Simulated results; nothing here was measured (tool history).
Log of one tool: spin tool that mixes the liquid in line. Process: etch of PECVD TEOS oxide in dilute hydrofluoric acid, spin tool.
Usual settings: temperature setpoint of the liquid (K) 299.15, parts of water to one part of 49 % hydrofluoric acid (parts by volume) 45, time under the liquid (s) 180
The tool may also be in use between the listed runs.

| run | hour | temperature setpoint of the liquid (K) | parts of water to one part of 49 % hydrofluoric acid (parts by volume) | time under the liquid (s) | wafers since the last listed run | hours since the thermometer was replaced | hours since the hydrofluoric acid flow meter was replaced | hours since the gauge calibration | read-back film thickness of the PECVD TEOS oxide reference wafer, read on the same gauge (nm) | thickness taken off the PECVD TEOS oxide on a monitor wafer (angstrom) |
|---|---|---|---|---|---|---|---|---|---|---|
| 1 | 0 | 299.15 | 45 | 180 | 0 | 504 | 1003.1 | 1774.5 | 150.02 | 377.4 |
| 2 | 38 | 299.15 | 45 | 180 | 191 | 542 | 1041.1 | 1812.5 | 150 | 376.4 |
| 3 | 132.9 | 299.15 | 45 | 180 | 478 | 636.9 | 1136 | 1907.4 | 150 | 366.4 |
| 4 | 190.2 | 299.15 | 45 | 180 | 288 | 694.2 | 1193.3 | 1964.7 | 150.01 | 365.4 |
| 5 | 270.3 | 299.15 | 45 | 180 | 403 | 774.3 | 1273.4 | 2044.8 | 150 | 360.2 |
|  | 296.9 | thermometer replaced |
| 6 | 358.5 | 299.15 | 45 | 180 | 439 | 61.6 | 1361.6 | 2133 | 149.98 | 357.9 |
|  | 427.7 | hydrofluoric acid flow meter replaced |
| 7 | 454.1 | 299.15 | 45 | 255 | 476 | 157.2 | 26.4 | 2228.6 | 150.02 | 579.7 |
| 8 | 513.1 | 299.15 | 45 | 255 | 297 | 216.2 | 85.4 | 2287.6 | 150.01 | 584.7 |
| 9 | 610.6 | 299.15 | 45 | 255 | 491 | 313.7 | 182.9 | 2385.1 | 150 | 570.1 |
| 10 | 653.4 | 299.15 | 45 | 180 | 215 | 356.5 | 225.7 | 2427.9 | 150 | 396.3 |
| 11 | 941.1 | 297.65 | 45 | 180 | 1449 | 644.2 | 513.4 | 2715.6 | 150 | 367.1 |
| 12 | 1026.3 | 297.65 | 35 | 80 | 429 | 729.4 | 598.6 | 2800.8 | 150.01 | 212.2 |
|  | 1082.7 | thermometer replaced |
| 13 | 1083.2 | 302.65 | 45 | 245 | 281 | 0.5 | 655.5 | 2857.7 | 150 | 618 |
| 14 | 1122.3 | 299.15 | 45 | 180 | 196 | 39.6 | 694.6 | 2896.8 | 149.99 | 390.7 |
|  | 1148.1 | gauge calibrated |
| 15 | 1193.1 | 301.15 | 55 | 180 | 356 | 110.4 | 765.4 | 45 | 150 | 336.2 |
| 16 | 1236.1 | 300.65 | 45 | 180 | 216 | 153.4 | 808.4 | 88 | 149.99 | 405.6 |
| 17 | 1306 | 297.15 | 45 | 180 | 352 | 223.3 | 878.3 | 157.9 | 150 | 346.8 |
| 18 | 1524.2 | 295.65 | 35 | 245 | 1099 | 441.5 | 1096.5 | 376.1 | 150 | 580.8 |
| 19 | 1566.8 | 299.15 | 35 | 85 | 214 | 484.1 | 1139.1 | 418.7 | 150 | 228.5 |
| 20 | 1648.3 | 303.15 | 30 | 280 | 410 | 565.6 | 1220.6 | 500.2 | 150 | 1042.1 |
| 21 | 1720.9 | 294.65 | 45 | 270 | 365 | 638.2 | 1293.2 | 572.8 | 150 | 458.8 |
| 22 | 1818.7 | 303.15 | 40 | 245 | 492 | 736 | 1391 | 670.6 | 150.02 | 662.1 |
|  | 1827.9 | hydrofluoric acid flow meter replaced |
|  | 1840.9 | thermometer replaced |
| 23 | 1894.6 | 297.65 | 40 | 210 | 372 | 53.7 | 66.7 | 746.5 | 150 | 498.5 |
| 24 | 2206.5 | 299.15 | 45 | 180 | 1571 | 365.6 | 378.6 | 1058.4 | 150.02 | 395.7 |
| 25 | 2271.4 | 303.65 | 50 | 90 | 326 | 430.5 | 443.5 | 1123.3 | 150.02 | 207.6 |
| 26 | 2356.5 | 299.15 | 25 | 180 | 428 | 515.6 | 528.6 | 1208.4 | 150 | 719.1 |
| 27 | 2420.8 | 302.65 | 50 | 180 | 323 | 579.9 | 592.9 | 1272.7 | 149.99 | 401.4 |
| 28 | 2501.9 | 299.15 | 45 | 125 | 408 | 661 | 674 | 1353.8 | 150 | 268.4 |
|  | 2584.2 | thermometer replaced |
| 29 | 2586 | 301.15 | 45 | 180 | 418 | 1.8 | 758.1 | 1437.9 | 149.99 | 411.9 |
| 30 | 2675.2 | 299.15 | 45 | 180 | 449 | 91 | 847.3 | 1527.1 | 149.98 | 384.6 |
| 31 | 2776.3 | 299.15 | 45 | 255 | 509 | 192.1 | 948.4 | 1628.2 | 150 | 534.3 |
| 32 | 2859 | 299.15 | 45 | 180 | 416 | 274.8 | 1031.1 | 1710.9 | 149.99 | 375.7 |

What the log doesn't show, run by run:
liquid hotter than its thermometer reads (K): 0 in every run
gauge reads high (%): 0 in every run
H1: hydrofluoric acid flow below the setpoint (%)
| run | H1 |
|---|---|
| 1 | 8.08 |
| 2 | 8.34 |
| 3 | 8.98 |
| 4 | 9.38 |
| 5 | 9.92 |
| 6 | 10.5 |
| 7 | 0.375 |
| 8 | 0.778 |
| 9 | 1.44 |
| 10 | 1.73 |
| 11 | 3.7 |
| 12 | 4.28 |
| 13 | 4.67 |
| 14 | 4.93 |
| 15 | 5.42 |
| 16 | 5.71 |
| 17 | 6.19 |
| 18 | 7.67 |
| 19 | 7.96 |
| 20 | 8.52 |
| 21 | 9.01 |
| 22 | 9.68 |
| 23 | 1.18 |
| 24 | 3.3 |
| 25 | 3.74 |
| 26 | 4.33 |
| 27 | 4.76 |
| 28 | 5.32 |
| 29 | 5.89 |
| 30 | 6.5 |
| 31 | 7.19 |
| 32 | 7.75 |
